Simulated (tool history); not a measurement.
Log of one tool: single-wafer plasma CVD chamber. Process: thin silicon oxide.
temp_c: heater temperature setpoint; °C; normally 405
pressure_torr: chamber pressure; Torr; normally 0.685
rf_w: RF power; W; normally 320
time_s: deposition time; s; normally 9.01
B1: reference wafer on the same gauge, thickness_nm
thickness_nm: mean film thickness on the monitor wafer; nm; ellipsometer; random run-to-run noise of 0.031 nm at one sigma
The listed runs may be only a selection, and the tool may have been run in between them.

Run 1, day 0: usual settings; B1 18.299. Result: thickness_nm 14.6 nm.
Run 2, day 1.442: usual settings; B1 18.301. Result: thickness_nm 14.631 nm.
Run 3, day 2.017: usual settings; B1 18.298. Result: thickness_nm 14.521 nm.
Run 4, day 2.596: usual settings; B1 18.279. Result: thickness_nm 14.563 nm.
Run 5, day 4.012: usual settings but time_s 9.47 s; B1 18.305. Result: thickness_nm 15.248 nm.
Run 6, day 4.888: usual settings but time_s 9.47 s; B1 18.311. Result: thickness_nm 15.258 nm.
Run 7, day 6.229: usual settings but time_s 9.47 s; B1 18.305. Result: thickness_nm 15.205 nm.
At day 6.721: capacitance manometer re-zeroed and calibrated.
Run 8, day 6.771: usual settings; B1 18.301. Result: thickness_nm 15.212 nm.
Run 9, day 7.608: usual settings; B1 18.306. Result: thickness_nm 15.253 nm.
Run 10, day 8.896: usual settings; B1 18.292. Result: thickness_nm 15.239 nm.
Run 11, day 10.15: usual settings; B1 18.299. Result: thickness_nm 15.325 nm.
At day 10.733: thermocouple changed; heater temperature recalibrated.
Run 12, day 11.408: usual settings but pressure_torr 0.566 Torr, rf_w 280 W; B1 18.31. Result: thickness_nm 12.143 nm.
At day 12.571: RF generator calibrated.
Run 13, day 15.708: usual settings but time_s 9.93 s; B1 18.305. Result: thickness_nm 17.117 nm.
At day 16.179: showerhead replaced.
At day 16.508: gauge calibrated.
Run 14, day 16.512: usual settings but pressure_torr 0.768 Torr, rf_w 370 W; B1 18.304. Result: thickness_nm 18.003 nm.
Run 15, day 17.717: usual settings but pressure_torr 0.637 Torr, time_s 8.46 s; B1 18.308. Result: thickness_nm 13.548 nm.
Run 16, day 18.904: usual settings; B1 18.29. Result: thickness_nm 15.503 nm.
Run 17, day 19.754: usual settings; B1 18.294. Result: thickness_nm 15.495 nm.
Run 18, day 20.688: usual settings but temp_c 414 °C, pressure_torr 0.535 Torr, rf_w 255 W, time_s 9.46 s; B1 18.319. Result: thickness_nm 11.752 nm.
Run 19, day 21.983: usual settings but temp_c 399 °C, time_s 9.83 s; B1 18.294. Result: thickness_nm 16.943 nm.
Run 20, day 22.55: usual settings but temp_c 395 °C, pressure_torr 0.629 Torr, rf_w 270 W, time_s 8.16 s; B1 18.296. Result: thickness_nm 12.342 nm.
Run 21, day 23.717: usual settings but temp_c 418 °C, time_s 7.4 s; B1 18.314. Result: thickness_nm 12.548 nm.
Run 22, day 24.217: usual settings but temp_c 418 °C, rf_w 340 W; B1 18.303. Result: thickness_nm 15.466 nm.
Run 23, day 24.8: usual settings; B1 18.302. Result: thickness_nm 15.369 nm.
Run 24, day 25.554: usual settings but pressure_torr 0.637 Torr, time_s 8.46 s; B1 18.297. Result: thickness_nm 13.488 nm.
Run 25, day 26.788: usual settings but pressure_torr 0.517 Torr, rf_w 290 W; B1 18.306. Result: thickness_nm 11.233 nm.
Run 26, day 27.558: usual settings but pressure_torr 0.838 Torr, time_s 7.48 s; B1 18.296. Result: thickness_nm 15.428 nm.
Run 27, day 28.912: usual settings; B1 18.294. Result: thickness_nm 15.361 nm.
Run 28, day 29.888: usual settings but pressure_torr 0.637 Torr, time_s 8.46 s; B1 18.307. Result: thickness_nm 13.366 nm.

Measured result minus the same run's result without the hidden state. Both carry the same run-to-run variation, though not necessarily the same gauge scatter:
Hidden conditions of the tool in this case: wafer temperature above the value expected at the setpoint (K); delivered RF power above the setpoint (%); true pressure above the setpoint (%); gauge reads high (%).
run  thickness_nm
  1        -0.908
  2        -0.938
  3        -0.943
  4        -0.956
  5        -1.031
  6         -1.05
  7        -1.075
  8        -0.264
  9        -0.265
 10        -0.267
 11        -0.272
 12        -0.231
 13        +0.002
 14        -0.015
 15         -0.02
 16        -0.041
 17        -0.052
 18        -0.054
 19        -0.089
 20        -0.075
 21        -0.085
 22         -0.11
 23        -0.116
 24         -0.11
 25         -0.11
 26        -0.152
 27        -0.167
 28        -0.156

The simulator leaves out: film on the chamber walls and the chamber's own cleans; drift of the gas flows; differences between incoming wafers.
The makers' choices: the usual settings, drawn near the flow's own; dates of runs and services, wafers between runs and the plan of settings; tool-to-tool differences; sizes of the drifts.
